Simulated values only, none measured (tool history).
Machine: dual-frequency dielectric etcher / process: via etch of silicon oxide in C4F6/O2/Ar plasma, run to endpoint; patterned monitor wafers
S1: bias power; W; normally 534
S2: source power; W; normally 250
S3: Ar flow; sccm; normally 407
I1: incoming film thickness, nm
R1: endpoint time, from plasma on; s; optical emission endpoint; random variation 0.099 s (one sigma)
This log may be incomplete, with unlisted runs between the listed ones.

run 1 day=0.000 | S1=534 S2=250 S3=407 | I1=97.7 | R1=24.4
run 2 day=1.058 | S1=534 S2=250 S3=407 | I1=97.8 | R1=24.6
run 3 day=1.617 | S1=534 S2=250 S3=407 | I1=97.5 | R1=24.4
run 4 day=3.012 | S1=534 S2=250 S3=407 | I1=98.8 | R1=24.8
run 5 day=4.067 | S1=534 S2=250 S3=407 | I1=98.6 | R1=24.6
run 6 day=5.225 | S1=534 S2=250 S3=407 | I1=98.7 | R1=24.6
run 7 day=6.417 | S1=534 S2=250 S3=407 | I1=98.9 | R1=24.4
run 8 day=7.604 | S1=534 S2=250 S3=407 | I1=97.4 | R1=24.4
run 9 day=9.079 | S1=534 S2=250 S3=407 | I1=99.2 | R1=24.6
run 10 day=10.412 | S1=534 S2=250 S3=407 | I1=98.3 | R1=23.9
run 11 day=11.692 | S1=534 S2=250 S3=407 | I1=98.9 | R1=24.0
run 12 day=13.058 | S1=534 S2=250 S3=407 | I1=98.7 | R1=24.0
run 13 day=13.733 | S1=498 S2=220 S3=439 | I1=97.8 | R1=25.1
run 14 day=15.112 | S1=433 S2=200 S3=407 | I1=97.8 | R1=28.0
run 15 day=15.871 | S1=534 S2=250 S3=407 | I1=98.8 | R1=25.1
run 16 day=18.071 | S1=607 S2=270 S3=407 | I1=98.5 | R1=23.7
run 17 day=18.092 | S1=471 S2=250 S3=339 | I1=99.2 | R1=25.7
run 18 day=19.004 | S1=534 S2=250 S3=407 | I1=99.5 | R1=25.2
run 19 day=19.558 | S1=425 S2=210 S3=315 | I1=98.4 | R1=27.3
run 20 day=21.046 | S1=534 S2=310 S3=407 | I1=98.3 | R1=23.3
run 21 day=22.504 | S1=534 S2=190 S3=407 | I1=98.3 | R1=26.7
run 22 day=23.729 | S1=632 S2=270 S3=500 | I1=99.0 | R1=23.7

Put back what was entered between runs (6 entries, withheld): which listed runs does each sit between, and how does the hidden state differ from the listed run before to the listed run after?
After run 8, before run 9: source power generator calibrated (day 7.962)
  etch rate over this chamber's usual, %: 2.37 -> 2.55
  measured minus no-state result, R1: -0.6 -> -0.6 s
After run 9, before run 10: wet clean of the chamber (day 10.175)
  etch rate over this chamber's usual, %: 2.55 -> 4.47
  measured minus no-state result, R1: -0.6 -> -1.0 s
After run 11, before run 12: bias power generator calibrated (day 12.008)
  etch rate over this chamber's usual, %: 4.62 -> 4.79
  measured minus no-state result, R1: -1.1 -> -1.1 s
After run 13, before run 14: wet clean of the chamber, repeated, since the last time left the tool worse (day 15.092)
  etch rate over this chamber's usual, %: 4.87 -> -0.144
  measured minus no-state result, R1: -1.2 -> +0.1 s
After run 14, before run 15: Ar flow controller replaced (day 15.558)
  etch rate over this chamber's usual, %: -0.144 -> -0.053
  measured minus no-state result, R1: +0.1 -> +0.1 s
After run 15, before run 16: upper electrode replaced (day 18.050)
  etch rate over this chamber's usual, %: -0.053 -> 0.211
  measured minus no-state result, R1: +0.1 -> +0.0 s

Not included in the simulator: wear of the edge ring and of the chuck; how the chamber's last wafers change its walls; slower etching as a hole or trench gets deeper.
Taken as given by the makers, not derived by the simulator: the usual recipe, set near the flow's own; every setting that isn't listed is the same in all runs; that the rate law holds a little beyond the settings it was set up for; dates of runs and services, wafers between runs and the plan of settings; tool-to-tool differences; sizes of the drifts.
